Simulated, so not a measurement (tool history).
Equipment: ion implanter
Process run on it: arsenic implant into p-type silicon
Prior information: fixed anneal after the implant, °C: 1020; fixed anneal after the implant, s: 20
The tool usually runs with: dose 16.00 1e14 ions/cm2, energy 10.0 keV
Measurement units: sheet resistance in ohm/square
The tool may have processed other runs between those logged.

run,hour,dose,energy,"read-back reference wafer on the same gauge, sheet resistance",sheet resistance
1,0.0,16.00,10.0,137.24,121.43
2,14.8,16.00,10.0,137.42,121.10
3,34.6,18.57,10.0,137.74,117.98
4,59.8,18.57,10.0,138.10,117.70
5,85.1,18.57,10.0,138.27,117.77
6,106.7,16.00,10.0,138.44,122.42
7,180.5,16.00,10.0,138.81,123.09
8,207.4,16.00,7.5,138.89,127.23
9,233.3,14.29,8.0,139.01,130.20
# hour 270.0: extraction supply calibrated
10,335.5,12.09,11.0,139.19,133.28
# hour 336.3: gauge calibrated
11,364.0,20.01,10.0,137.55,115.01
# hour 393.3: Faraday cup replaced and dose calibrated
12,393.8,17.26,11.0,138.01,118.84
13,416.5,18.93,12.0,138.13,114.53
14,462.3,17.26,11.0,138.48,117.96
15,493.3,13.68,13.5,138.68,123.81

The tool's hidden state at each run:
deviation of the true dose from the Faraday cup's reading, %: 0 across all the runs
deviation of the true energy from its setpoint, %: 0 across all the runs
H1: gauge reads high (%)
run,H1
1,0.174
2,0.343
3,0.54
4,0.749
5,0.92
6,1.04
7,1.33
8,1.4
9,1.45
10,1.58
11,0.408
12,0.676
13,0.841
14,1.09
15,1.22
